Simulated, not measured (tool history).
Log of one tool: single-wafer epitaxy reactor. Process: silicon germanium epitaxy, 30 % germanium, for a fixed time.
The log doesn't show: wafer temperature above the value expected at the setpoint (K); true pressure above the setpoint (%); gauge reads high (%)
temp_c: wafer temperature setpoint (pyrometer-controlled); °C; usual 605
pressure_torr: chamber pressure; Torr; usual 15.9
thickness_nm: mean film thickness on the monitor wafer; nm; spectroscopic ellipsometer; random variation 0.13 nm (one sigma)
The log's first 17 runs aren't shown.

run	hour	temp_c	pressure_torr	wafers since the last listed run	hours since the last pyrometer calibration	hours since the last manometer calibration	hours since the showerhead was replaced	hours since the gauge calibration	read-back reference wafer on the same gauge, thickness_nm	thickness_nm
18	1224.9	605	18.2	800	616.2	932.9	157.9	509.6	62.025	66.353
19	1282.4	592	18	667	673.7	990.4	215.4	567.1	62.055	53.123
20	1372.6	613	14.5	1047	763.9	1080.6	305.6	657.3	61.965	60.578
# hour 1401.5: capacitance manometer re-zeroed and calibrated
21	1448.9	605	15.9	792	840.2	47.4	381.9	733.6	62.06	58.626
22	1496.1	605	15.9	547	887.4	94.6	429.1	780.8	62.059	58.272
23	1586.6	593	14.4	1050	977.9	185.1	519.6	871.3	62.049	43.54
24	1649.2	605	15.9	726	1040.5	247.7	582.2	933.9	62.033	58.555
25	1709.2	619	17.9	696	1100.5	307.7	642.2	993.9	62.052	81.13
26	1771.7	605	13.8	725	1163	370.2	704.7	1056.4	61.996	50.174
27	1830.7	605	18.4	684	1222	429.2	763.7	1115.4	62.026	66.578
28	1927.7	605	15.9	1126	1319	526.2	860.7	1212.4	61.978	58.388
29	1964	599	17.1	421	1355.3	562.5	897	1248.7	62.006	56.655
30	2033.8	605	15.9	810	1425.1	632.3	966.8	1318.5	61.977	58.435
31	2078.3	597	17.4	516	1469.6	676.8	1011.3	1363	61.989	56.003
32	2141.5	615	17.7	733	1532.8	740	1074.5	1426.2	62.007	75.127
33	2222.2	614	13.7	936	1613.5	820.7	1155.2	1506.9	61.992	57.033
34	2262	617	19.5	462	1653.3	860.5	1195	1546.7	61.994	84.086

5 ways to go on from here, each from the tool as it stands after run 34. What would each give?
A	2262.4	605	15.9	4	1653.7	860.9	1195.4	1547.1	?	?
B	2262.4	598	19.8	4	1653.7	860.9	1195.4	1547.1	?	?
C	2262.4	605	13.6	4	1653.7	860.9	1195.4	1547.1	?	?
D	2262.4	592	15.9	4	1653.7	860.9	1195.4	1547.1	?	?
E	2262.4	600	19.3	4	1653.7	860.9	1195.4	1547.1	?	?

run	read-back reference wafer on the same gauge, thickness_nm	thickness_nm
A	62.072	58.468
B	62.072	62.992
C	62.072	49.189
D	62.072	47.413
E	62.072	63.791
Without the tool's hidden state the same runs would have given:
run	thickness_nm
A	59.054
B	63.632
C	49.682
D	47.901
E	64.437

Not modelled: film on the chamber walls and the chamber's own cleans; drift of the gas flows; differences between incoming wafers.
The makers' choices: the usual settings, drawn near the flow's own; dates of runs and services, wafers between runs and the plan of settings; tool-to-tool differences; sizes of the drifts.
